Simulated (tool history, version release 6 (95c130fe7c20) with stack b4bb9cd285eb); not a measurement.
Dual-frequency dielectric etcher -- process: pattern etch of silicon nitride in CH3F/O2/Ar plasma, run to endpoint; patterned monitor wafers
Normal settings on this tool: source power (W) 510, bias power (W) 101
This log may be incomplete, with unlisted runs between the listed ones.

run	hour	source power (W)	bias power (W)	incoming incoming film thickness, nm	endpoint time (s)
1	0.0	510	101	25.24	32.3
2	125.5	510	101	25.38	32.8
# hour 155.4: wet clean of the chamber
3	176.1	510	101	25.23	31.4
4	228.8	510	101	25.41	32.2
5	316.7	510	84	25.28	34.0
# hour 344.1: bias power generator calibrated
6	417.7	510	84	24.93	33.5
# hour 466.3: source power generator calibrated
7	471.5	510	101	25.29	32.2
# hour 505.7: upper electrode replaced
8	558.8	510	116	25.21	31.2
9	651.3	440	116	25.15	33.3
# hour 743.5: wet clean of the chamber
10	744.0	510	101	25.35	33.7
11	849.0	510	108	25.35	33.4
# hour 901.0: wet clean of the chamber, repeated, since the last time left the tool worse
12	918.7	510	101	25.22	31.4
13	1000.9	510	101	25.41	31.9
14	1073.4	450	101	25.32	33.6

Forecast each of these 4 alternatives for the next run:
A	1073.8	510	101	25.48	?
B	1073.8	420	107	25.48	?
C	1073.8	510	115	25.48	?
D	1073.8	510	86	25.48	?

run	endpoint time (s)
A	32.2
B	34.1
C	31.1
D	33.5
Without the tool's unlogged condition, the same runs would have read:
run	endpoint time (s)
A	32.0
B	33.9
C	30.8
D	33.3

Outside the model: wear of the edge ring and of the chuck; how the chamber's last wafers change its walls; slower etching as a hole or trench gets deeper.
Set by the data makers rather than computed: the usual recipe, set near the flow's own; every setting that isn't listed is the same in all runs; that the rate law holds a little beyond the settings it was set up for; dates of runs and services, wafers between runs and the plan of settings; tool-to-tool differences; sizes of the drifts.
